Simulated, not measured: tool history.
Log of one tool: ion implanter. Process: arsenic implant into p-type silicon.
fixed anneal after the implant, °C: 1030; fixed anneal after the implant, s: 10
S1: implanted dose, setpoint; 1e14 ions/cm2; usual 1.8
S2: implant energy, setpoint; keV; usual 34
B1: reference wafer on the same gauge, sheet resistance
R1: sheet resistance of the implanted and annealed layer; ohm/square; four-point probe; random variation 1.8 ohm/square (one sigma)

| run | hour | S1 | S2 | B1 | R1 |
|---|---|---|---|---|---|
| 1 | 0 | 1.8 | 34 | 365.04 | 394.43 |
| 2 | 44.2 | 1.8 | 34 | 364.92 | 395.58 |
| 3 | 93.6 | 1.8 | 34 | 364.47 | 393.31 |
| 4 | 142.5 | 1.45 | 34 | 364.27 | 466.43 |
| 5 | 182.7 | 1.45 | 34 | 365.74 | 460.14 |
| 6 | 210.2 | 2.02 | 34 | 365.31 | 366.65 |
| 7 | 244.5 | 1.8 | 34 | 364.61 | 398.29 |
| 8 | 289.8 | 1.8 | 34 | 365.09 | 398.97 |
| 9 | 322 | 1.8 | 34 | 364.87 | 402.12 |
| 10 | 356.3 | 1.8 | 34 | 365.24 | 402.56 |
| 11 | 411.5 | 1.8 | 29.5 | 364.87 | 413.94 |
|  | 440.6 | extraction supply calibrated |
|  | 513 | gauge calibrated |
| 12 | 568 | 1.8 | 25.5 | 364.71 | 422.13 |
| 13 | 600.9 | 1.8 | 25.5 | 364.45 | 417.74 |
| 14 | 639.9 | 1.8 | 25.5 | 364.53 | 426.71 |
| 15 | 676.7 | 1.8 | 34 | 364.93 | 405.13 |
| 16 | 715.8 | 1.8 | 30.5 | 365.05 | 412.12 |
| 17 | 741.5 | 1.49 | 42 | 365.7 | 446.57 |
| 18 | 777.2 | 2.28 | 38 | 365.31 | 335.27 |
| 19 | 879.3 | 2 | 29.5 | 365.17 | 386.4 |
|  | 891.3 | Faraday cup replaced and dose calibrated |
| 20 | 920.4 | 1.39 | 44 | 365.2 | 457.09 |
| 21 | 1041 | 2.07 | 25 | 365.17 | 374.59 |
| 22 | 1088.4 | 2.13 | 42 | 364.97 | 342.8 |
| 23 | 1126.8 | 2.15 | 38 | 365.18 | 344.69 |
| 24 | 1189.5 | 2.13 | 29.5 | 365.46 | 359.41 |
| 25 | 1252.8 | 2.11 | 30 | 366.06 | 358.44 |
| 26 | 1282.5 | 1.8 | 34 | 364.89 | 393.47 |
| 27 | 1345.3 | 2.33 | 26.5 | 365.45 | 342.59 |
| 28 | 1394.5 | 2.02 | 39 | 365.18 | 359.78 |
| 29 | 1465.8 | 1.8 | 34 | 365.3 | 399.55 |

Measured less the same run without the tool's hidden state. The same run-to-run variation is in both; the gauge's scatter may not be:
The hidden state here: deviation of the true dose from the Faraday cup's reading, %; deviation of the true energy from its setpoint, %; gauge reads high (%).
| run | R1 |
|---|---|
| 1 | +1.45 |
| 2 | +1.79 |
| 3 | +2.18 |
| 4 | +3.03 |
| 5 | +3.41 |
| 6 | +3.06 |
| 7 | +3.63 |
| 8 | +4.12 |
| 9 | +4.5 |
| 10 | +4.91 |
| 11 | +5.78 |
| 12 | +8.17 |
| 13 | +8.59 |
| 14 | +9.4 |
| 15 | +9.32 |
| 16 | +10.18 |
| 17 | +11.01 |
| 18 | +9.2 |
| 19 | +12.35 |
| 20 | +0.92 |
| 21 | +0.94 |
| 22 | +0.92 |
| 23 | +1.01 |
| 24 | +1.24 |
| 25 | +1.46 |
| 26 | +1.7 |
| 27 | +1.79 |
| 28 | +2.08 |
| 29 | +2.74 |

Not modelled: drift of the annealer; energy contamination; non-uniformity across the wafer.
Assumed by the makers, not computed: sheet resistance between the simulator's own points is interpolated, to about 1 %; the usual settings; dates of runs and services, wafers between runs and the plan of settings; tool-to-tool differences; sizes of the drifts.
